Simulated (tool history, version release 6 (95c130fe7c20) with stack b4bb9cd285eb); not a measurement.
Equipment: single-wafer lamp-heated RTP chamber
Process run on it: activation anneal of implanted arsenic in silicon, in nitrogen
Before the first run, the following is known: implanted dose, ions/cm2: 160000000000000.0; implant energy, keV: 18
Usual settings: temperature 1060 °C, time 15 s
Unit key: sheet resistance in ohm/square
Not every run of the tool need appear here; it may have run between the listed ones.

run	hour	temperature	time	wafers since the last listed run	wafers since the last pyrometer calibration	wafers since the reflector plate was cleaned	hours since the gauge calibration	read-back reference wafer on the same gauge, sheet resistance	sheet resistance
1	0	1050	15	0	2217	1023	531.9	575.28	545.18
# hour 13.4: pyrometer window cleaned and pyrometer calibrated
# hour 38.7: gauge calibrated
2	47.5	1050	15	404	349	1427	8.8	575.25	545.01
3	134.4	1050	15	890	1240	2318	95.7	575.2	544.74
# hour 224.7: pyrometer window cleaned and pyrometer calibrated
# hour 287: reflector plate cleaned
4	364.5	1060	8	2194	1350	793	325.8	574.52	548.69
5	412.2	1060	8	488	1839	1282	373.5	575.14	548.28
# hour 460.9: pyrometer window cleaned and pyrometer calibrated
6	471.5	1060	8	525	108	1808	432.8	575.06	552.18
7	550.9	1060	15	813	922	2622	512.2	574.74	544.75
8	601.6	1068	23	519	1441	3141	562.9	574.91	534.96
# hour 655.3: pyrometer window cleaned and pyrometer calibrated
9	682.5	1086	12	747	278	3888	643.8	574.99	539.76
# hour 725.7: gauge calibrated
# hour 738.3: reflector plate cleaned
10	777.7	1060	15	893	1172	404	52	575.23	543.61
11	859.8	1050	10	841	2013	1245	134.1	575.25	549.86
# hour 885.4: pyrometer window cleaned and pyrometer calibrated
12	948.7	1060	8	829	648	2074	223	574.94	550.12
13	995.9	1041	23	483	1132	2558	270.2	574.92	542.9
14	1082	1047	21	882	2014	3440	356.3	574.88	542.44

Each row is a separate what-if for the run after 14, all from the same tool condition, not one after another. Results?
A	1082.4	1060	20	4	2018	3444	356.7	?	?
B	1082.4	1031	22	4	2018	3444	356.7	?	?
C	1082.4	1060	21	4	2018	3444	356.7	?	?

run	read-back reference wafer on the same gauge, sheet resistance	sheet resistance
A	575.03	539.17
B	575.03	545.76
C	575.03	538.47
With the hidden condition removed and each run's random variation left untouched, the same runs would have given:
run	sheet resistance
A	542.87
B	548.33
C	542.29
